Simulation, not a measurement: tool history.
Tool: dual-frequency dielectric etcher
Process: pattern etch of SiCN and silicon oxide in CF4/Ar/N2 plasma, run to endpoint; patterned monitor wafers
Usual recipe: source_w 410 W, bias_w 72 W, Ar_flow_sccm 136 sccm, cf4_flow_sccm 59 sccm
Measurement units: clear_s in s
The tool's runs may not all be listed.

run,hour,source_w,bias_w,Ar_flow_sccm,cf4_flow_sccm,wafers since the last listed run,hours since the last wet clean,hours since the last source power generator calibration,hours since the last bias power generator calibration,hours since the last Ar flow controller change,hours since the last CF4 flow controller change,hours since the last upper electrode change,"incoming incoming film thickness, nm",clear_s
1,0.0,410,72,136,59,0,314.6,1561.5,1191.4,5514.9,4525.6,3134.3,10.61,14.4
2,66.4,410,72,136,59,1463,381.0,1627.9,1257.8,5581.3,4592.0,3200.7,10.75,14.4
3,124.3,410,72,136,59,1276,438.9,1685.8,1315.7,5639.2,4649.9,3258.6,10.72,14.4
# hour 166.5: CF4 flow controller replaced
4,194.1,410,72,136,59,1406,508.7,1755.6,1385.5,5709.0,27.6,3328.4,10.74,14.4
# hour 307.7: wet clean of the chamber
5,356.9,410,72,136,59,3060,49.2,1918.4,1548.3,5871.8,190.4,3491.2,10.71,14.3
6,400.0,410,72,136,59,950,92.3,1961.5,1591.4,5914.9,233.5,3534.3,10.78,14.2
# hour 458.7: source power generator calibrated
7,469.8,410,72,136,59,1450,162.1,11.1,1661.2,5984.7,303.3,3604.1,10.70,15.0
8,506.1,460,57,112,64,800,198.4,47.4,1697.5,6021.0,339.6,3640.4,10.62,14.3
# hour 528.8: bias power generator calibrated
9,591.9,480,89,136,59,1803,284.2,133.2,63.1,6106.8,425.4,3726.2,10.78,11.8
10,632.4,310,72,123,50,892,324.7,173.7,103.6,6147.3,465.9,3766.7,10.58,19.6
11,677.9,500,72,165,59,1003,370.2,219.2,149.1,6192.8,511.4,3812.2,10.68,12.7
12,759.9,310,72,123,50,1807,452.2,301.2,231.1,6274.8,593.4,3894.2,10.59,19.4
13,830.6,510,72,136,59,1558,522.9,371.9,301.8,6345.5,664.1,3964.9,10.67,12.0
# hour 907.9: wet clean of the chamber
14,908.4,310,72,136,59,1186,0.5,449.7,379.6,6423.3,741.9,4042.7,10.65,19.3
# hour 954.1: upper electrode replaced
# hour 957.3: Ar flow controller replaced
15,957.8,410,72,136,59,490,49.9,499.1,429.0,0.5,791.3,3.7,10.66,15.0
16,999.4,410,72,136,47,917,91.5,540.7,470.6,42.1,832.9,45.3,10.71,15.4
17,1025.6,410,72,136,59,577,117.7,566.9,496.8,68.3,859.1,71.5,10.69,14.9
18,1094.9,410,72,146,59,1527,187.0,636.2,566.1,137.6,928.4,140.8,10.67,15.0
19,1155.9,410,72,136,59,1344,248.0,697.2,627.1,198.6,989.4,201.8,10.72,14.9
20,1182.1,490,81,126,59,577,274.2,723.4,653.3,224.8,1015.6,228.0,10.78,11.9
21,1212.5,330,60,136,59,670,304.6,753.8,683.7,255.2,1046.0,258.4,10.61,19.8
22,1243.8,410,72,136,59,690,335.9,785.1,715.0,286.5,1077.3,289.7,10.69,14.8
23,1391.3,410,62,136,59,3251,483.4,932.6,862.5,434.0,1224.8,437.2,10.69,15.9
24,1418.8,410,72,136,59,606,510.9,960.1,890.0,461.5,1252.3,464.7,10.67,14.9
25,1446.6,410,72,136,59,612,538.7,987.9,917.8,489.3,1280.1,492.5,10.71,14.7

For each run, the measured value with the value that run would have given without the tool's hidden condition subtracted. The run-to-run variation is shared by both, the gauge scatter possibly not:
Hidden state at play: etch rate over this chamber's usual, %; source power that arrives over what is set, %; bias power that arrives over what is set, %; Ar flow that arrives over what is set, %; CF4 flow that arrives over what is set, %.
run,clear_s
1,-0.6
2,-0.7
3,-0.7
4,-0.7
5,-0.9
6,-0.9
7,+0.0
8,+0.0
9,+0.0
10,-0.1
11,-0.1
12,+0.0
13,-0.1
14,+0.0
15,-0.1
16,-0.1
17,-0.1
18,-0.1
19,-0.1
20,-0.1
21,-0.2
22,-0.2
23,-0.3
24,-0.2
25,-0.3

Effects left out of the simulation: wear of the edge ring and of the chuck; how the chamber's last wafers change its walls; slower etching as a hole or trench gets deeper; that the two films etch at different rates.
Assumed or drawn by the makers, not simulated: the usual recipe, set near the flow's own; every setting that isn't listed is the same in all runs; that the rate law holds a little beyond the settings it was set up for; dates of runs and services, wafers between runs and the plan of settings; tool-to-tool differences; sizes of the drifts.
